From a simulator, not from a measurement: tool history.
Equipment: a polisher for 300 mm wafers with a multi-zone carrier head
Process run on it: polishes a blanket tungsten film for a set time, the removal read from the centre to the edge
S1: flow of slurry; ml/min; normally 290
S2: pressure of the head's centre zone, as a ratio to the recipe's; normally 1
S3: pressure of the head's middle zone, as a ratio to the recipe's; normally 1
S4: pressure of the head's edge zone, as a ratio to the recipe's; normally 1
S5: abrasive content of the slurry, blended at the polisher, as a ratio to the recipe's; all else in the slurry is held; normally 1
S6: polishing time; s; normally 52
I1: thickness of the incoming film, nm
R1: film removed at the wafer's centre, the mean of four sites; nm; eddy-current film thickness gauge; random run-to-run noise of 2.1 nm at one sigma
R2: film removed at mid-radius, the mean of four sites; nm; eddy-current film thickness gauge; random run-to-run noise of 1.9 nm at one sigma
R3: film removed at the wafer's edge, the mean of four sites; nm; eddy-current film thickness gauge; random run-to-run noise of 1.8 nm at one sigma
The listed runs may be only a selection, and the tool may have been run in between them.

Run 1, hour 0: usual settings but S1 265 ml/min; I1 1018.3. Result: R1 238.3 nm, R2 245.9 nm, R3 241.4 nm.
Run 2, hour 25.2: usual settings but S6 66 s; I1 1018.7. Result: R1 313.9 nm, R2 312.9 nm, R3 309.1 nm.
Run 3, hour 45.9: usual settings but S6 66 s; I1 996.4. Result: R1 315.3 nm, R2 310.6 nm, R3 305.5 nm.
Run 4, hour 61: usual settings but S6 66 s; I1 1007.1. Result: R1 305.2 nm, R2 311.9 nm, R3 303.5 nm.
Run 5, hour 75.6: usual settings; I1 1005. Result: R1 240.5 nm, R2 244.2 nm, R3 240.5 nm.
Run 6, hour 102.1: usual settings; I1 1013.3. Result: R1 238.3 nm, R2 242.5 nm, R3 237.3 nm.
Run 7, hour 125.6: usual settings; I1 1005.3. Result: R1 237.5 nm, R2 239.4 nm, R3 239.3 nm.
Run 8, hour 139.9: usual settings but S3 0.97; I1 1023.3. Result: R1 232.2 nm, R2 229.5 nm, R3 233.9 nm.
Run 9, hour 160.2: usual settings but S3 0.97; I1 1007.8. Result: R1 250.6 nm, R2 248.4 nm, R3 249 nm.
Run 10, hour 194.9: usual settings; I1 1006.3. Result: R1 253.2 nm, R2 254.4 nm, R3 248.9 nm.
Run 11, hour 212.5: usual settings; I1 1011.8. Result: R1 252 nm, R2 252.7 nm, R3 249.2 nm.
Run 12, hour 234.5: usual settings but S2 1.1, S5 0.9; I1 993.8. Result: R1 266.6 nm, R2 246.4 nm, R3 239.7 nm.
Run 13, hour 248.7: usual settings but S1 245 ml/min; I1 1025.3. Result: R1 244.5 nm, R2 249.1 nm, R3 238.9 nm.
Run 14, hour 264.9: usual settings but S3 1.07, S4 1.09; I1 1022.6. Result: R1 249.3 nm, R2 266.6 nm, R3 259 nm.
Run 15, hour 284.1: usual settings but S2 0.96; I1 1010.6. Result: R1 240.3 nm, R2 254.5 nm, R3 248.1 nm.
Run 16, hour 318.8: usual settings but S5 0.7; I1 1006.9. Result: R1 218.9 nm, R2 221.4 nm, R3 216.9 nm.
Run 17, hour 350.8: usual settings but S2 0.92, S3 1.1, S5 1.15; I1 1024.2. Result: R1 243.8 nm, R2 285.9 nm, R3 257.5 nm.
Run 18, hour 409.5: usual settings but S4 0.93, S6 60 s; I1 1012.5. Result: R1 285.8 nm, R2 284.8 nm, R3 271.5 nm.

Not shown: 8 entries that the log had between the listed runs. Between which runs, and how does the tool's hidden state differ before and after?
Logged between run 4 and run 5: worn pad replaced by a new one (hour 73.5)
  slurry flow missing at the pad, %: 31.1 -> 33.1
  measured minus no-state result, R1: -18.3 -> -15.9 nm; R2: -16.7 -> -14.5 nm; R3: -12.2 -> -10.7 nm
Logged between run 7 and run 8: carrier head's membrane replaced by a new one (hour 134)
  slurry flow missing at the pad, %: 40.5 -> 42.7
  measured minus no-state result, R1: -22.3 -> -24.2 nm; R2: -20.1 -> -21.4 nm; R3: -14.9 -> -16.1 nm
Logged between run 8 and run 9: slurry nozzle cleaned (hour 155.2); edge zone pressure recalibrated (hour 157.6)
  slurry flow missing at the pad, %: 42.7 -> 9.65
  measured minus no-state result, R1: -24.2 -> -3.4 nm; R2: -21.4 -> -3 nm; R3: -16.1 -> -2.3 nm
Logged between run 9 and run 10: worn pad replaced by a new one (hour 167.4)
  slurry flow missing at the pad, %: 9.65 -> 9.89
  measured minus no-state result, R1: -3.4 -> -3.4 nm; R2: -3 -> -3.2 nm; R3: -2.3 -> -2.4 nm
Logged between run 14 and run 15: worn pad replaced by a new one (hour 270.1)
  slurry flow missing at the pad, %: 11.5 -> 12.2
  measured minus no-state result, R1: -4 -> -4.2 nm; R2: -4 -> -4.1 nm; R3: -2.9 -> -3 nm
Logged between run 15 and run 16: centre zone pressure recalibrated (hour 295.4)
  slurry flow missing at the pad, %: 12.2 -> 13.8
  measured minus no-state result, R1: -4.2 -> -4.4 nm; R2: -4.1 -> -4.1 nm; R3: -3 -> -3 nm
Logged between run 17 and run 18: worn pad replaced by a new one (hour 378.7)
  slurry flow missing at the pad, %: 15.6 -> 19.7
  measured minus no-state result, R1: -5.7 -> -8.9 nm; R2: -6 -> -8 nm; R3: -4.1 -> -5.8 nm
